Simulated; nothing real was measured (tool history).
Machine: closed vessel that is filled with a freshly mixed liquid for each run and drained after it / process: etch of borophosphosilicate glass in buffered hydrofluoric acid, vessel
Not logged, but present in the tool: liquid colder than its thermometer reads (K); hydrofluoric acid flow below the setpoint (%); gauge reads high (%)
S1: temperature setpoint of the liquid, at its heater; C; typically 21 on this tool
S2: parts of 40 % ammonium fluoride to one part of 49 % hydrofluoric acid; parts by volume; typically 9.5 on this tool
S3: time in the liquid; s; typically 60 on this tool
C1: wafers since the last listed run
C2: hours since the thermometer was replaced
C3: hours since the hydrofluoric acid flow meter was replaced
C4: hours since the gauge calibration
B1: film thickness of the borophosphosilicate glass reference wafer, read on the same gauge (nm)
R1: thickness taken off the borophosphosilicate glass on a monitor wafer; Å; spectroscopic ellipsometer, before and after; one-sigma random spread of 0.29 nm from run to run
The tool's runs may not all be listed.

run,day,S1,S2,S3,C1,C2,C3,C4,B1,R1
1,0,17,12,60,0,1800.3,1999.2,28.7,109.99,683
2,0.425,17,12,60,934,1810.5,2009.4,38.9,110.01,680.9
3,0.712,21,9.5,35,632,1817.4,2016.3,45.8,110,616.2
4,1.229,21,9.5,35,1136,1829.8,2028.7,58.2,109.95,618.1
5,1.538,21,9.5,35,678,1837.2,2036.1,65.6,110.01,616.9
6,2.033,21,9.5,60,1090,1849.1,2048,77.5,109.99,1053.9
7,2.542,21,9.5,60,1118,1861.3,2060.2,89.7,110,1058.8
8,2.8,23.5,6,85,568,1867.5,2066.4,95.9,109.99,2681.5
9,3.342,21,9.5,60,1191,1880.5,2079.4,108.9,109.99,1049.6
# day 3.983: gauge calibrated
10,4.05,17.5,11.5,50,1557,1897.5,2096.4,1.6,110.02,607.8
# day 4.096: hydrofluoric acid flow meter replaced
11,4.6,22.5,6,75,1118,1910.7,12.1,14.8,109.98,2230.4
# day 5.079: thermometer replaced
12,5.308,21,9.5,60,1466,5.5,29.1,31.8,109.99,1214.1
13,5.733,19,6,40,934,15.7,39.3,42,110.02,1136
14,6.083,26,9.5,35,769,24.1,47.7,50.4,110.01,928.2
15,6.488,23,9.5,60,888,33.8,57.4,60.1,109.97,1348.7

3 options for the next run, each taken on its own from the tool as it stands now. Forecast them:
A,6.517,19,9.5,60,64,34.5,58.1,60.8,?,?
B,6.517,17,8,50,64,34.5,58.1,60.8,?,?
C,6.517,23.5,11,80,64,34.5,58.1,60.8,?,?

run,B1,R1
A,109.96,1077.9
B,109.96,946.2
C,109.96,1621.9
Take away the tool's hidden state, keep each run's random variation, and the runs would have read:
run,R1
A,1097.3
B,963.4
C,1650.2
